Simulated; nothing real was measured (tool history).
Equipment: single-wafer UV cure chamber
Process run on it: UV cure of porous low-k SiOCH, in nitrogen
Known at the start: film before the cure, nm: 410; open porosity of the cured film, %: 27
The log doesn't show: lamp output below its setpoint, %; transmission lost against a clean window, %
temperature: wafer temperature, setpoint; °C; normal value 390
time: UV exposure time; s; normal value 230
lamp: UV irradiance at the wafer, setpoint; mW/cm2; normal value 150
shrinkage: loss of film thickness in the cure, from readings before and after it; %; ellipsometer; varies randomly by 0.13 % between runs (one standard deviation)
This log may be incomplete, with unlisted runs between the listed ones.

run,day,temperature,time,lamp,wafers since the last listed run,hours since the UV bulbs were replaced,wafers since the quartz window was cleaned,shrinkage
1,0,390,230,150,0,995.6,2047,13.343
2,0.392,390,230,150,31,1005,2078,13.383
3,1.021,390,230,150,50,1020.1,2128,13.235
4,1.717,390,190,150,55,1036.8,2184,12.096
5,2.162,390,190,150,35,1047.5,2219,12.321
# day 2.625: UV bulbs replaced
6,2.646,390,190,150,11,0.5,2231,14.562
# day 3.275: quartz window cleaned
7,3.296,379,230,150,25,16.1,1,15.35
8,3.775,390,315,185,38,27.6,40,18.224
9,4.158,406,150,164,30,36.8,70,13.958
10,4.867,390,230,150,56,53.8,127,15.388
11,5.317,390,150,150,35,64.6,162,12.877
12,6.033,397,350,111,57,81.8,220,16.169
13,6.292,405,160,150,20,88,240,13.338
14,6.992,390,230,150,55,104.8,296,14.924

Hidden state at the last listed run before each entry between runs and at the first one after, where it differs:
Run 5 -> run 6: UV bulbs replaced (day 2.625)
  lamp output below its setpoint, %: 38.4 -> 2.98
  what was measured, less what the result would be without the hidden state, shrinkage: -2.57 -> -0.162 %
Run 6 -> run 7: quartz window cleaned (day 3.275)
  lamp output below its setpoint, %: 2.98 -> 4.74
  what was measured, less what the result would be without the hidden state, shrinkage: -0.162 -> -0.264 %
